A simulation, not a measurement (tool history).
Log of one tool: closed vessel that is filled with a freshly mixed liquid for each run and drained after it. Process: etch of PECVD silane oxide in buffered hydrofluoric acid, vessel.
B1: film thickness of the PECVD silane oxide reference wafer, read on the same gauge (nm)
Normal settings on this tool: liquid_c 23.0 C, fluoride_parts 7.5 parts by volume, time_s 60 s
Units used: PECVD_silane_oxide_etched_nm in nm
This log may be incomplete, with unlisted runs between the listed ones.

Run 1, hour 0.0: usual settings but fluoride_parts 9.0 parts by volume; B1 149.37. Result: PECVD_silane_oxide_etched_nm 144.03 nm.
Run 2, hour 149.2: usual settings; B1 149.11. Result: PECVD_silane_oxide_etched_nm 175.12 nm.
Run 3, hour 229.0: usual settings; B1 148.93. Result: PECVD_silane_oxide_etched_nm 176.94 nm.
Run 4, hour 320.0: usual settings but fluoride_parts 7.0 parts by volume, time_s 45 s; B1 148.78. Result: PECVD_silane_oxide_etched_nm 140.76 nm.
At hour 408.6: thermometer replaced.
Run 5, hour 415.5: usual settings but fluoride_parts 7.0 parts by volume, time_s 45 s; B1 148.60. Result: PECVD_silane_oxide_etched_nm 140.81 nm.
Run 6, hour 456.8: usual settings but fluoride_parts 7.0 parts by volume, time_s 45 s; B1 148.51. Result: PECVD_silane_oxide_etched_nm 140.47 nm.
Run 7, hour 510.1: usual settings; B1 148.41. Result: PECVD_silane_oxide_etched_nm 175.11 nm.
Run 8, hour 568.8: usual settings; B1 148.30. Result: PECVD_silane_oxide_etched_nm 174.37 nm.
Run 9, hour 652.2: usual settings but liquid_c 27.5 C, fluoride_parts 5.5 parts by volume, time_s 90 s; B1 148.18. Result: PECVD_silane_oxide_etched_nm 443.72 nm.
Run 10, hour 835.6: usual settings; B1 147.80. Result: PECVD_silane_oxide_etched_nm 174.61 nm.
Run 11, hour 884.0: usual settings; B1 147.70. Result: PECVD_silane_oxide_etched_nm 171.45 nm.
Run 12, hour 931.6: usual settings but liquid_c 21.5 C; B1 147.58. Result: PECVD_silane_oxide_etched_nm 157.95 nm.
Run 13, hour 976.4: usual settings but fluoride_parts 5.5 parts by volume; B1 147.55. Result: PECVD_silane_oxide_etched_nm 229.57 nm.
Run 14, hour 1021.3: usual settings but liquid_c 26.0 C, fluoride_parts 8.0 parts by volume; B1 147.44. Result: PECVD_silane_oxide_etched_nm 188.54 nm.
Run 15, hour 1115.1: usual settings; B1 147.24. Result: PECVD_silane_oxide_etched_nm 170.61 nm.
Run 16, hour 1174.9: usual settings; B1 147.11. Result: PECVD_silane_oxide_etched_nm 172.64 nm.
At hour 1228.7: hydrofluoric acid flow meter replaced.
Run 17, hour 1243.8: usual settings but liquid_c 26.0 C, fluoride_parts 6.5 parts by volume, time_s 40 s; B1 147.04. Result: PECVD_silane_oxide_etched_nm 153.75 nm.
Run 18, hour 1281.1: usual settings but liquid_c 27.5 C, time_s 80 s; B1 146.97. Result: PECVD_silane_oxide_etched_nm 291.18 nm.
Run 19, hour 1359.9: usual settings but liquid_c 21.0 C, fluoride_parts 10.5 parts by volume, time_s 30 s; B1 146.80. Result: PECVD_silane_oxide_etched_nm 56.33 nm.
Run 20, hour 1419.9: usual settings but fluoride_parts 8.5 parts by volume; B1 146.71. Result: PECVD_silane_oxide_etched_nm 149.11 nm.
Run 21, hour 1457.8: usual settings but fluoride_parts 10.0 parts by volume; B1 146.62. Result: PECVD_silane_oxide_etched_nm 131.49 nm.
Run 22, hour 1537.4: usual settings but liquid_c 25.5 C, fluoride_parts 8.5 parts by volume; B1 146.46. Result: PECVD_silane_oxide_etched_nm 171.14 nm.
At hour 1547.0: thermometer replaced.
Run 23, hour 1620.7: usual settings but liquid_c 20.0 C, fluoride_parts 5.0 parts by volume; B1 146.34. Result: PECVD_silane_oxide_etched_nm 209.09 nm.
Run 24, hour 1676.7: usual settings; B1 146.23. Result: PECVD_silane_oxide_etched_nm 170.76 nm.
Run 25, hour 1730.3: usual settings; B1 146.11. Result: PECVD_silane_oxide_etched_nm 171.19 nm.
Run 26, hour 1821.4: usual settings but liquid_c 19.5 C, fluoride_parts 8.5 parts by volume, time_s 50 s; B1 145.94. Result: PECVD_silane_oxide_etched_nm 102.70 nm.
Run 27, hour 1912.7: usual settings but liquid_c 26.5 C, fluoride_parts 5.5 parts by volume, time_s 35 s; B1 145.75. Result: PECVD_silane_oxide_etched_nm 158.88 nm.
Run 28, hour 1962.4: usual settings but liquid_c 19.5 C, fluoride_parts 10.0 parts by volume, time_s 85 s; B1 145.67. Result: PECVD_silane_oxide_etched_nm 152.06 nm.
Run 29, hour 2035.0: usual settings but liquid_c 26.0 C, time_s 85 s; B1 145.50. Result: PECVD_silane_oxide_etched_nm 282.65 nm.
Run 30, hour 2084.5: usual settings but liquid_c 27.0 C, fluoride_parts 9.0 parts by volume, time_s 90 s; B1 145.42. Result: PECVD_silane_oxide_etched_nm 262.46 nm.
Run 31, hour 2171.7: usual settings but liquid_c 26.0 C; B1 145.26. Result: PECVD_silane_oxide_etched_nm 201.40 nm.
Run 32, hour 2223.7: usual settings but liquid_c 19.5 C, fluoride_parts 8.5 parts by volume, time_s 50 s; B1 145.18. Result: PECVD_silane_oxide_etched_nm 101.91 nm.
At hour 2280.5: gauge calibrated.
Run 33, hour 2302.3: usual settings; B1 149.99. Result: PECVD_silane_oxide_etched_nm 175.09 nm.

Alternative continuations, all from the tool just after run 33; predict every row:
Run A, hour 2303.0: usual settings but liquid_c 20.5 C; B1 ?. Result: PECVD_silane_oxide_etched_nm ?.
Run B, hour 2303.0: usual settings but liquid_c 18.0 C, fluoride_parts 6.0 parts by volume, time_s 30 s; B1 ?. Result: PECVD_silane_oxide_etched_nm ?.
Run C, hour 2303.0: usual settings but liquid_c 25.0 C, fluoride_parts 9.0 parts by volume, time_s 35 s; B1 ?. Result: PECVD_silane_oxide_etched_nm ?.

run      B1  PECVD_silane_oxide_etched_nm
  A  149.98                        153.08
  B  149.98                         81.91
  C  149.98                         93.84
The same runs, with their run-to-run variation unchanged, on a tool lacking any hidden condition would have given:
run  PECVD_silane_oxide_etched_nm
  A                        153.09
  B                         81.91
  C                         93.85
